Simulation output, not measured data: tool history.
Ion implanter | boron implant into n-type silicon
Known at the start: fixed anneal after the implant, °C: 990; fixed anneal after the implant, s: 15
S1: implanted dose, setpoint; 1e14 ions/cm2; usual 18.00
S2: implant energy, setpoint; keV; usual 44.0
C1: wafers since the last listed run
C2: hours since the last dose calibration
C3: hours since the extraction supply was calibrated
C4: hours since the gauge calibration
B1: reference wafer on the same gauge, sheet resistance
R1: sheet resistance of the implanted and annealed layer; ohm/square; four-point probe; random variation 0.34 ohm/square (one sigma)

| run | hour | S1 | S2 | C1 | C2 | C3 | C4 | B1 | R1 |
|---|---|---|---|---|---|---|---|---|---|
| 1 | 0.0 | 18.00 | 32.0 | 0 | 1157.5 | 1829.0 | 414.0 | 65.49 | 82.78 |
| 2 | 90.1 | 18.00 | 32.0 | 1384 | 1247.6 | 1919.1 | 504.1 | 65.49 | 82.85 |
| 3 | 170.9 | 18.00 | 44.0 | 1241 | 1328.4 | 1999.9 | 584.9 | 65.55 | 81.34 |
| 4 | 214.8 | 18.00 | 44.0 | 674 | 1372.3 | 2043.8 | 628.8 | 65.45 | 80.86 |
| 5 | 299.8 | 18.00 | 44.0 | 1306 | 1457.3 | 2128.8 | 713.8 | 65.54 | 80.81 |
| 6 | 402.6 | 18.00 | 44.0 | 1580 | 1560.1 | 2231.6 | 816.6 | 65.53 | 81.30 |
| 7 | 460.7 | 18.00 | 44.0 | 893 | 1618.2 | 2289.7 | 874.7 | 65.48 | 80.80 |
|  | 476.4 | gauge calibrated |
| 8 | 559.9 | 18.00 | 44.0 | 1524 | 1717.4 | 2388.9 | 83.5 | 65.55 | 81.47 |
|  | 633.8 | Faraday cup replaced and dose calibrated |
| 9 | 634.3 | 15.20 | 59.0 | 1020 | 0.5 | 2463.3 | 157.9 | 65.47 | 88.24 |
| 10 | 667.6 | 13.07 | 59.0 | 511 | 33.8 | 2496.6 | 191.2 | 65.55 | 100.03 |
| 11 | 714.0 | 23.39 | 37.0 | 713 | 80.2 | 2543.0 | 237.6 | 65.44 | 67.45 |
|  | 727.7 | extraction supply calibrated |
| 12 | 815.1 | 12.84 | 44.0 | 1430 | 181.3 | 87.4 | 338.7 | 65.45 | 101.30 |
| 13 | 912.2 | 18.00 | 44.0 | 1492 | 278.4 | 184.5 | 435.8 | 65.49 | 78.99 |
| 14 | 993.0 | 21.98 | 59.0 | 1241 | 359.2 | 265.3 | 516.6 | 65.49 | 68.46 |
| 15 | 1048.0 | 21.13 | 29.0 | 845 | 414.2 | 320.3 | 571.6 | 65.46 | 75.00 |
| 16 | 1095.5 | 16.05 | 29.0 | 730 | 461.7 | 367.8 | 619.1 | 65.53 | 89.66 |

Forecast each of these 5 alternatives for the next run:
| A | 1095.9 | 18.00 | 44.0 | 6 | 462.1 | 368.2 | 619.5 | ? | ? |
| B | 1095.9 | 19.60 | 57.5 | 6 | 462.1 | 368.2 | 619.5 | ? | ? |
| C | 1095.9 | 15.76 | 29.5 | 6 | 462.1 | 368.2 | 619.5 | ? | ? |
| D | 1095.9 | 21.01 | 50.5 | 6 | 462.1 | 368.2 | 619.5 | ? | ? |
| E | 1095.9 | 12.78 | 44.0 | 6 | 462.1 | 368.2 | 619.5 | ? | ? |

| run | B1 | R1 |
|---|---|---|
| A | 65.48 | 80.40 |
| B | 65.48 | 74.85 |
| C | 65.48 | 90.82 |
| D | 65.48 | 71.60 |
| E | 65.48 | 103.70 |
Without the tool's hidden state the same runs would have given:
| run | R1 |
|---|---|
| A | 78.56 |
| B | 73.09 |
| C | 88.83 |
| D | 69.99 |
| E | 101.11 |
